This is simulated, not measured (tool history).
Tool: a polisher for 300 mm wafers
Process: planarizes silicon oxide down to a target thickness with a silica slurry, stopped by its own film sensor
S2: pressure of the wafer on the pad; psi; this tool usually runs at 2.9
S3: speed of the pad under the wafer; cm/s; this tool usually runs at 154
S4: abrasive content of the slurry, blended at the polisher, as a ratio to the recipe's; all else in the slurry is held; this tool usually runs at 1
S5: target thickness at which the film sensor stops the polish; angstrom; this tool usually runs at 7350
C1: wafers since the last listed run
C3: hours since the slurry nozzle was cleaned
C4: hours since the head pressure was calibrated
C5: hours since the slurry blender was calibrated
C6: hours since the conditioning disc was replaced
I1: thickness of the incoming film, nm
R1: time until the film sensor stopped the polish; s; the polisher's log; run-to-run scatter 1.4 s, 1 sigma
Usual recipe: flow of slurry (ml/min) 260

Run 1, hour 0: usual settings but S3 190 cm/s, S5 6360 angstrom; C1 0; wafers polished on this pad 323; C3 306.4; C4 253.8; C5 338.2; C6 577; I1 1178.2. Result: R1 139.7 s.
At hour 5.5: slurry nozzle cleaned.
At hour 13.4: conditioning disc replaced and pad reconditioned.
Run 2, hour 28.4: usual settings but S3 190 cm/s, S5 6360 angstrom; C1 135; wafers polished on this pad 458; C3 22.9; C4 282.2; C5 366.6; C6 15; I1 1154.6. Result: R1 135.2 s.
Run 3, hour 80.7: usual settings but S5 7760 angstrom; C1 279; wafers polished on this pad 737; C3 75.2; C4 334.5; C5 418.9; C6 67.3; I1 1152.2. Result: R1 115.6 s.
Run 4, hour 129.9: usual settings but S5 7760 angstrom; C1 262; wafers polished on this pad 1000; C3 124.4; C4 383.7; C5 468.1; C6 116.5; I1 1174.2. Result: R1 123.6 s.
Run 5, hour 166: usual settings but S5 7760 angstrom; C1 192; wafers polished on this pad 1193; C3 160.5; C4 419.8; C5 504.2; C6 152.6; I1 1160.5. Result: R1 121.3 s.
At hour 202.8: slurry blender recalibrated.
At hour 219.9: worn pad replaced by a new one.
Run 6, hour 227.4: usual settings but S2 2.4 psi; C1 295; wafers polished on this pad 39; C3 221.9; C4 481.2; C5 24.6; C6 214; I1 1153.5. Result: R1 155.6 s.
Run 7, hour 271.4: usual settings but S2 2.4 psi; C1 234; wafers polished on this pad 274; C3 265.9; C4 525.2; C5 68.6; C6 258; I1 1164.3. Result: R1 159 s.
At hour 311.8: slurry nozzle cleaned.
Run 8, hour 421.1: usual settings; C1 793; wafers polished on this pad 1068; C3 109.3; C4 674.9; C5 218.3; C6 407.7; I1 1170.4. Result: R1 139.1 s.
At hour 431.2: head pressure recalibrated.
At hour 466.4: worn pad replaced by a new one.
Run 9, hour 472.2: usual settings; C1 240; wafers polished on this pad 30; C3 160.4; C4 41; C5 269.4; C6 458.8; I1 1165.2. Result: R1 144.8 s.
Run 10, hour 539.7: usual settings; C1 360; wafers polished on this pad 391; C3 227.9; C4 108.5; C5 336.9; C6 526.3; I1 1143. Result: R1 140.3 s.
Run 11, hour 579.5: usual settings; C1 212; wafers polished on this pad 603; C3 267.7; C4 148.3; C5 376.7; C6 566.1; I1 1150.9. Result: R1 139.3 s.
At hour 600.1: conditioning disc replaced and pad reconditioned.
At hour 624: slurry nozzle cleaned.
Run 12, hour 650: usual settings; C1 360; wafers polished on this pad 963; C3 26; C4 218.8; C5 447.2; C6 49.9; I1 1160. Result: R1 147.8 s.
Run 13, hour 683: usual settings but S4 0.9, S5 5940 angstrom; C1 176; wafers polished on this pad 1140; C3 59; C4 251.8; C5 480.2; C6 82.9; I1 1142.1. Result: R1 199.1 s.
Run 14, hour 714.8: usual settings but S5 6610 angstrom; C1 169; wafers polished on this pad 1309; C3 90.8; C4 283.6; C5 512; C6 114.7; I1 1167.3. Result: R1 177.2 s.
At hour 721.1: head pressure recalibrated, repeated, since the last time left the tool worse.
At hour 746.2: worn pad replaced by a new one.
At hour 752.4: slurry blender recalibrated.
Run 15, hour 781.3: usual settings; C1 312; wafers polished on this pad 176; C3 157.3; C4 60.2; C5 28.9; C6 181.2; I1 1172.3. Result: R1 131.2 s.
Run 16, hour 841.2: usual settings but S3 120 cm/s, S4 0.75; C1 319; wafers polished on this pad 496; C3 217.2; C4 120.1; C5 88.8; C6 241.1; I1 1172.5. Result: R1 177.9 s.
Run 17, hour 882.7: usual settings; C1 221; wafers polished on this pad 717; C3 258.7; C4 161.6; C5 130.3; C6 282.6; I1 1172.1. Result: R1 130.5 s.
Run 18, hour 915.5: usual settings; C1 175; wafers polished on this pad 892; C3 291.5; C4 194.4; C5 163.1; C6 315.4; I1 1154.7. Result: R1 130.2 s.
At hour 934: slurry nozzle cleaned.
Run 19, hour 955.5: usual settings but S2 2.5 psi, S3 104 cm/s, S4 0.8, S5 6230 angstrom; C1 208; wafers polished on this pad 1101; C3 21.5; C4 234.4; C5 203.1; C6 355.4; I1 1163.1. Result: R1 281.4 s.
Run 20, hour 997.3: usual settings but flow of slurry (ml/min) 200, S4 1.1; C1 223; wafers polished on this pad 1324; C3 63.3; C4 276.2; C5 244.9; C6 397.2; I1 1144.9. Result: R1 127 s.
Run 21, hour 1022.3: usual settings but S4 0.8; C1 133; wafers polished on this pad 1457; C3 88.3; C4 301.2; C5 269.9; C6 422.2; I1 1148.7. Result: R1 137.8 s.
At hour 1042.8: worn pad replaced by a new one.
Run 22, hour 1048.7: usual settings; C1 119; wafers polished on this pad 31; C3 114.7; C4 327.6; C5 296.3; C6 448.6; I1 1144.2. Result: R1 125 s.
Run 23, hour 1077.9: usual settings but S2 2.3 psi; C1 155; wafers polished on this pad 187; C3 143.9; C4 356.8; C5 325.5; C6 477.8; I1 1144.2. Result: R1 156.2 s.
At hour 1110.1: conditioning disc replaced and pad reconditioned.
Run 24, hour 1116.6: usual settings but flow of slurry (ml/min) 345, S3 204 cm/s, S4 0.9; C1 195; wafers polished on this pad 383; C3 182.6; C4 395.5; C5 364.2; C6 6.5; I1 1158.4. Result: R1 105.6 s.
Run 25, hour 1179.8: usual settings but S2 2.6 psi, S3 182 cm/s, S4 0.75; C1 337; wafers polished on this pad 720; C3 245.8; C4 458.7; C5 427.4; C6 69.7; I1 1172. Result: R1 148.3 s.
Run 26, hour 1205.2: usual settings but S4 1.15, S5 8380 angstrom; C1 135; wafers polished on this pad 856; C3 271.2; C4 484.1; C5 452.8; C6 95.1; I1 1155.3. Result: R1 93.6 s.

Pick out some run-to-run changes in R1. Of each, how much would a tool without hidden state show as well, from the settings, what came in and chance, and how much is left for the hidden state and any gauge scatter not in both results compared?
Hidden state at play: removal rate lost through wear of the pad, %; slurry flow missing at the pad, %; deviation of the head's pressure from its setpoint, %; abrasive missing from the slurry, %; time polished since the conditioner stopped cutting, s.
Run 8 -> 9: head pressure recalibrated, worn pad replaced by a new one. R1 +5.7 s: hidden state +7.4, all else -1.7.
Run 14 -> 15: S5 6610 -> 7350, head pressure recalibrated, repeated, since the last time left the tool worse, worn pad replaced by a new one, slurry blender recalibrated. R1 -46 s: hidden state -23.8, all else -22.2.
Run 18 -> 19: S2 2.9 -> 2.5, S3 154 -> 104, S4 1 -> 0.8, S5 7350 -> 6230, slurry nozzle cleaned. R1 +151.2 s: hidden state +3.8, all else +147.4.
Run 19 -> 20: flow of slurry (ml/min) 260 -> 200, S2 2.5 -> 2.9, S3 104 -> 154, S4 0.8 -> 1.1, S5 6230 -> 7350. R1 -154.4 s: hidden state -2.9, all else -151.5.

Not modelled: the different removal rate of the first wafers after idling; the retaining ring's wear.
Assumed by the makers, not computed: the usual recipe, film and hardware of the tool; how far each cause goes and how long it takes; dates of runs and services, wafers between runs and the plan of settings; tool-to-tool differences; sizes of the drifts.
